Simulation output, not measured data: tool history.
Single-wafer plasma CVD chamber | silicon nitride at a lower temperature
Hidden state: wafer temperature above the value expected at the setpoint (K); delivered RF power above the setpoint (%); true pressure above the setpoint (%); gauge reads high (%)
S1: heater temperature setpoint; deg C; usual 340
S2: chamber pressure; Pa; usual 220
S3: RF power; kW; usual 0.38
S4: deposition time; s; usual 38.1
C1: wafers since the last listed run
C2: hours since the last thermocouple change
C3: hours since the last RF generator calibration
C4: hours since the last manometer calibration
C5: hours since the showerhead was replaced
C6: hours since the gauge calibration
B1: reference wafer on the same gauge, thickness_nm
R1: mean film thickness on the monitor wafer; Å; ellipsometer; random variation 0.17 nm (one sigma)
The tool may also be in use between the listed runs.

run   hour   S1   S2     S3    S4    C1      C2      C3      C4      C5      C6      B1      R1
  1      0  340  220  0.365  40.1     0  2608.3  2207.4  1910.7  4016.4     745  62.948     574
  2   19.9  340  220  0.365  40.1   612  2628.2  2227.3  1930.6  4036.3   764.9  62.875  570.28
  3   53.3  340  220   0.38  38.1  1028  2661.6  2260.7    1964  4069.7   798.3   62.92  553.88
      98.3  -- thermocouple changed; heater temperature recalibrated
     103.4  -- capacitance manometer re-zeroed and calibrated
  4    116  340  220   0.38  38.1  1528    17.7  2323.4    12.6  4132.4     861  62.915  515.37
  5  140.2  340  220   0.38  38.1   745    41.9  2347.6    36.8  4156.6   885.2  62.843  518.46
  6  163.5  340  220   0.38  38.1   717    65.2  2370.9    60.1  4179.9   908.5  62.884  516.84
  7    185  340  220   0.38  38.1   662    86.7  2392.4    81.6  4201.4     930  62.931  515.09
  8  200.7  340  220   0.38  38.1   483   102.4  2408.1    97.3  4217.1   945.7   62.95  520.35
  9  218.3  340  220   0.38  42.9   541     120  2425.7   114.9  4234.7   963.3  62.952   586.9
     241.5  -- capacitance manometer re-zeroed and calibrated, repeated, since the last time left the tool worse
 10    242  340  220   0.38  42.9   483   143.7  2449.4     0.5  4258.4     987  62.939  606.65
 11  271.8  340  220   0.38  38.1   917   173.5  2479.2    30.3  4288.2  1016.8  62.903  540.71
 12  301.1  340  220   0.38  38.1   902   202.8  2508.5    59.6  4317.5  1046.1  62.892  540.91
 13  333.6  340  220   0.38  38.1  1000   235.3    2541    92.1    4350  1078.6  62.892   541.8
     411.8  -- gauge calibrated
 14  418.2  346  220   0.38  38.1  2604   319.9  2625.6   176.7  4434.6     6.4  62.933  541.81
 15  435.6  332  220   0.38  38.1   535   337.3    2643   194.1    4452    23.8  62.918  544.41
     451.7  -- showerhead replaced
     464.9  -- RF generator calibrated
 16  465.4  340  272   0.42  38.1   424   367.1     0.5   223.9    13.7    53.6  62.953  619.02
 17  481.6  354  220   0.38  31.7   498   383.3    16.7   240.1    29.9    69.8  62.822  450.67
 18  539.3  340  199   0.38  43.8  1776     441    74.4   297.8    87.6   127.5  62.884  598.68
 19  557.8  340  220   0.45  38.1   569   459.5    92.9   316.3   106.1     146  62.954  593.42
 20    582  340  220   0.38  38.1   745   483.7   117.1   340.5   130.3   170.2  62.888  543.72
 21  603.6  340  220   0.38  38.1   665   505.3   138.7   362.1   151.9   191.8  62.849  544.16
 22  626.9  340  220   0.38  38.1   717   528.6     162   385.4   175.2   215.1  62.955  547.37
 23  656.5  326  220   0.38  38.1   911   558.2   191.6     415   204.8   244.7  62.844  551.08
 24  683.2  340  275   0.38  38.1   822   584.9   218.3   441.7   231.5   271.4  62.898  593.45
 25  712.6  333  188   0.34  36.1   905   614.3   247.7   471.1   260.9   300.8  62.941  457.76
 26  733.2  340  235   0.44  35.3   634   634.9   268.3   491.7   281.5   321.4  62.889  559.15
 27  747.4  340  220   0.38  38.1   437   649.1   282.5   505.9   295.7   335.6  62.869   547.2
 28  763.3  340  220   0.36  42.5   489     665   298.4   521.8   311.6   351.5  62.839  596.27

Forecast each of these 4 alternatives for the next run:
  A  763.7  340  220  0.435  38.1  12  665.4  298.8  522.2  312  351.9   ?   ?
  B  763.7  340  220   0.38  45.2  12  665.4  298.8  522.2  312  351.9   ?   ?
  C  763.7  330  220   0.36  38.1  12  665.4  298.8  522.2  312  351.9   ?   ?
  D  763.7  340  220   0.38  34.7  12  665.4  298.8  522.2  312  351.9   ?   ?

run      B1      R1
  A  62.899  587.08
  B  62.899  649.87
  C  62.899  534.24
  D  62.899  499.18
Without the tool's hidden state the same runs would have given:
run      R1
  A  583.01
  B  645.36
  C  530.53
  D  495.72
